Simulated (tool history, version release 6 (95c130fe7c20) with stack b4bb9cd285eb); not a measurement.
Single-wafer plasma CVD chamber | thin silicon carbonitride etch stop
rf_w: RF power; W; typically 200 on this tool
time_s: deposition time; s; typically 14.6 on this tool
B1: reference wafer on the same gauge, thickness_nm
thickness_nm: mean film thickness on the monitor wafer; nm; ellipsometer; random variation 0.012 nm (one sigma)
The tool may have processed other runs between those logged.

Run 1, hour 0: usual settings; B1 8.903. Result: thickness_nm 7.748 nm.
Run 2, hour 9.5: usual settings; B1 8.897. Result: thickness_nm 7.737 nm.
At hour 13.6: gauge calibrated.
Run 3, hour 15.9: usual settings; B1 8.897. Result: thickness_nm 7.749 nm.
At hour 27.9: thermocouple changed; heater temperature recalibrated.
Run 4, hour 28.4: usual settings but time_s 13.6 s; B1 8.9. Result: thickness_nm 7.214 nm.
Run 5, hour 40: usual settings but time_s 13.6 s; B1 8.901. Result: thickness_nm 7.194 nm.
Run 6, hour 46.3: usual settings but time_s 13.6 s; B1 8.901. Result: thickness_nm 7.224 nm.
Run 7, hour 58.2: usual settings but rf_w 225 W, time_s 13 s; B1 8.9. Result: thickness_nm 7.213 nm.
Run 8, hour 75.8: usual settings; B1 8.9. Result: thickness_nm 7.757 nm.
Run 9, hour 85.8: usual settings; B1 8.899. Result: thickness_nm 7.723 nm.
Run 10, hour 100.9: usual settings but rf_w 180 W, time_s 15.7 s; B1 8.899. Result: thickness_nm 7.944 nm.
Run 11, hour 109.9: usual settings; B1 8.906. Result: thickness_nm 7.736 nm.
Run 12, hour 121.3: usual settings; B1 8.898. Result: thickness_nm 7.726 nm.
At hour 136.2: showerhead replaced.
Run 13, hour 137.2: usual settings but rf_w 160 W; B1 8.904. Result: thickness_nm 6.98 nm.
At hour 151.9: RF generator calibrated.
Run 14, hour 152.4: usual settings; B1 8.901. Result: thickness_nm 8.04 nm.
Run 15, hour 158.8: usual settings but rf_w 230 W, time_s 12.3 s; B1 8.9. Result: thickness_nm 7.148 nm.
Run 16, hour 165.6: usual settings but rf_w 185 W, time_s 13.7 s; B1 8.904. Result: thickness_nm 7.296 nm.
Run 17, hour 175.1: usual settings; B1 8.896. Result: thickness_nm 8.019 nm.
Run 18, hour 188.5: usual settings but rf_w 210 W, time_s 12.9 s; B1 8.903. Result: thickness_nm 7.23 nm.
Run 19, hour 204.4: usual settings but rf_w 230 W; B1 8.895. Result: thickness_nm 8.485 nm.
Run 20, hour 214.5: usual settings; B1 8.898. Result: thickness_nm 8.05 nm.
Run 21, hour 221.6: usual settings but rf_w 220 W, time_s 15.9 s; B1 8.899. Result: thickness_nm 9.082 nm.
Run 22, hour 234.1: usual settings; B1 8.899. Result: thickness_nm 8.015 nm.
Run 23, hour 250.7: usual settings but rf_w 210 W, time_s 13.5 s; B1 8.897. Result: thickness_nm 7.576 nm.
Run 24, hour 260.2: usual settings but rf_w 170 W, time_s 16.8 s; B1 8.901. Result: thickness_nm 8.623 nm.
Run 25, hour 267: usual settings; B1 8.902. Result: thickness_nm 8.043 nm.
Run 26, hour 275.5: usual settings but rf_w 235 W, time_s 16.3 s; B1 8.901. Result: thickness_nm 9.579 nm.
Run 27, hour 286.8: usual settings but time_s 17.2 s; B1 8.904. Result: thickness_nm 9.465 nm.
Run 28, hour 297.2: usual settings but rf_w 215 W; B1 8.899. Result: thickness_nm 8.267 nm.
Run 29, hour 312.1: usual settings; B1 8.902. Result: thickness_nm 8.026 nm.
Run 30, hour 320.4: usual settings but rf_w 215 W, time_s 15.8 s; B1 8.901. Result: thickness_nm 8.962 nm.
Run 31, hour 328.7: usual settings; B1 8.895. Result: thickness_nm 8.026 nm.
At hour 333.8: gauge calibrated.
Run 32, hour 340.7: usual settings but rf_w 230 W, time_s 13.2 s; B1 8.896. Result: thickness_nm 7.685 nm.
Run 33, hour 351.1: usual settings; B1 8.895. Result: thickness_nm 8.032 nm.
Run 34, hour 362.4: usual settings but time_s 12.7 s; B1 8.894. Result: thickness_nm 6.995 nm.
Run 35, hour 375.4: usual settings but rf_w 225 W; B1 8.9. Result: thickness_nm 8.424 nm.
Run 36, hour 381.5: usual settings but rf_w 225 W, time_s 15.5 s; B1 8.893. Result: thickness_nm 8.925 nm.

What would each run have given without the hidden state, its run-to-run variation left as it was?
Hidden state at play: wafer temperature above the value expected at the setpoint (K); delivered RF power above the setpoint (%); gauge reads high (%).
run  thickness_nm
  1         8.034
  2         8.025
  3         8.039
  4         7.488
  5         7.471
  6         7.503
  7         7.495
  8         8.066
  9         8.034
 10         8.269
 11         8.055
 12         8.049
 13         7.277
 14         8.041
 15         7.148
 16         7.297
 17          8.02
 18         7.231
 19         8.486
 20         8.051
 21         9.083
 22         8.016
 23         7.577
 24         8.624
 25         8.045
 26         9.581
 27         9.468
 28          8.27
 29         8.029
 30         8.965
 31         8.029
 32         7.688
 33         8.036
 34         6.998
 35         8.429
 36          8.93
